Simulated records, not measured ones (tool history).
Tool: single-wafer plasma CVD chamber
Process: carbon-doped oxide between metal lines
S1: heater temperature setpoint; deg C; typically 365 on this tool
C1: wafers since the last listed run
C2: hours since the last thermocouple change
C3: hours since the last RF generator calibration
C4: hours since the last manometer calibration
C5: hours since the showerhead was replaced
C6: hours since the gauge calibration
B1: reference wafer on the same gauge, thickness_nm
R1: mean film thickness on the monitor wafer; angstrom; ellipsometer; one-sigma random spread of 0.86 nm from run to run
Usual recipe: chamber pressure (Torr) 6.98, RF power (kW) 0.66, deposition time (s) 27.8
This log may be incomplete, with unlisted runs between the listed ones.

run 1 hour=0 | S1=365 chamber_pressure_(Torr)=6.98 RF_power_(kW)=0.66 deposition_time_(s)=24.2 | C1=0 C2=746 C3=1142.4 C4=352.2 C5=6954.3 C6=2259.4 | B1=166.928 | R1=1378.34
run 2 hour=53.8 | S1=365 chamber_pressure_(Torr)=6.98 RF_power_(kW)=0.66 deposition_time_(s)=24.2 | C1=1781 C2=799.8 C3=1196.2 C4=406 C5=7008.1 C6=2313.2 | B1=167.018 | R1=1379.43
-- hour=92.4 RF generator calibrated
run 3 hour=98.5 | S1=365 chamber_pressure_(Torr)=5.72 RF_power_(kW)=0.66 deposition_time_(s)=27.8 | C1=1215 C2=844.5 C3=6.1 C4=450.7 C5=7052.8 C6=2357.9 | B1=167.236 | R1=1637.54
run 4 hour=180.4 | S1=376 chamber_pressure_(Torr)=6.98 RF_power_(kW)=0.66 deposition_time_(s)=27.8 | C1=2712 C2=926.4 C3=88 C4=532.6 C5=7134.7 C6=2439.8 | B1=167.161 | R1=1608.43
run 5 hour=244.2 | S1=365 chamber_pressure_(Torr)=8.18 RF_power_(kW)=0.66 deposition_time_(s)=27.8 | C1=2112 C2=990.2 C3=151.8 C4=596.4 C5=7198.5 C6=2503.6 | B1=167.066 | R1=1671.97
run 6 hour=294.3 | S1=377 chamber_pressure_(Torr)=8.06 RF_power_(kW)=0.66 deposition_time_(s)=27.8 | C1=1659 C2=1040.3 C3=201.9 C4=646.5 C5=7248.6 C6=2553.7 | B1=167.279 | R1=1628.39
run 7 hour=337.7 | S1=365 chamber_pressure_(Torr)=6.98 RF_power_(kW)=0.66 deposition_time_(s)=27.8 | C1=1437 C2=1083.7 C3=245.3 C4=689.9 C5=7292 C6=2597.1 | B1=167.226 | R1=1643.8
run 8 hour=401.8 | S1=375 chamber_pressure_(Torr)=6.4 RF_power_(kW)=0.66 deposition_time_(s)=27.8 | C1=2122 C2=1147.8 C3=309.4 C4=754 C5=7356.1 C6=2661.2 | B1=166.866 | R1=1587.42
run 9 hour=425.8 | S1=365 chamber_pressure_(Torr)=6.12 RF_power_(kW)=0.66 deposition_time_(s)=27.8 | C1=794 C2=1171.8 C3=333.4 C4=778 C5=7380.1 C6=2685.2 | B1=166.791 | R1=1635.76
-- hour=457.7 showerhead replaced, of another model than before
run 10 hour=491.4 | S1=365 chamber_pressure_(Torr)=6.98 RF_power_(kW)=0.66 deposition_time_(s)=27.8 | C1=1907 C2=1237.4 C3=399 C4=843.6 C5=33.7 C6=2750.8 | B1=166.976 | R1=1649.2
-- hour=540.5 gauge calibrated
run 11 hour=541.8 | S1=365 chamber_pressure_(Torr)=6.98 RF_power_(kW)=0.53 deposition_time_(s)=23.7 | C1=1669 C2=1287.8 C3=449.4 C4=894 C5=84.1 C6=1.3 | B1=166.741 | R1=1241.89
run 12 hour=588.5 | S1=365 chamber_pressure_(Torr)=6.98 RF_power_(kW)=0.66 deposition_time_(s)=27.8 | C1=1546 C2=1334.5 C3=496.1 C4=940.7 C5=130.8 C6=48 | B1=167.238 | R1=1653.16
run 13 hour=649.2 | S1=357 chamber_pressure_(Torr)=6.05 RF_power_(kW)=0.585 deposition_time_(s)=27.8 | C1=2010 C2=1395.2 C3=556.8 C4=1001.4 C5=191.5 C6=108.7 | B1=166.846 | R1=1548.02
-- hour=684 thermocouple changed; heater temperature recalibrated
run 14 hour=710.5 | S1=365 chamber_pressure_(Torr)=6.98 RF_power_(kW)=0.66 deposition_time_(s)=27.8 | C1=1765 C2=26.5 C3=618.1 C4=1062.7 C5=252.8 C6=170 | B1=167.121 | R1=1637.85
run 15 hour=762.3 | S1=365 chamber_pressure_(Torr)=6.98 RF_power_(kW)=0.66 deposition_time_(s)=27.8 | C1=1715 C2=78.3 C3=669.9 C4=1114.5 C5=304.6 C6=221.8 | B1=166.96 | R1=1662.05
run 16 hour=809.4 | S1=365 chamber_pressure_(Torr)=6.98 RF_power_(kW)=0.66 deposition_time_(s)=27.8 | C1=1559 C2=125.4 C3=717 C4=1161.6 C5=351.7 C6=268.9 | B1=166.935 | R1=1652.49
run 17 hour=860.2 | S1=374 chamber_pressure_(Torr)=8.08 RF_power_(kW)=0.54 deposition_time_(s)=24.6 | C1=1682 C2=176.2 C3=767.8 C4=1212.4 C5=402.5 C6=319.7 | B1=166.778 | R1=1299.5

Run 18 is up next; what results do you expect?
run 18 hour=910 | S1=365 chamber_pressure_(Torr)=6.98 RF_power_(kW)=0.76 deposition_time_(s)=31.4 | C1=1649 C2=226 C3=817.6 C4=1262.2 C5=452.3 C6=369.5 | B1=? | R1=?

B1: 166.965
R1: 1973.54 angstrom
Minus the tool's unlogged condition, the same run would have read R1 1995.41 angstrom.
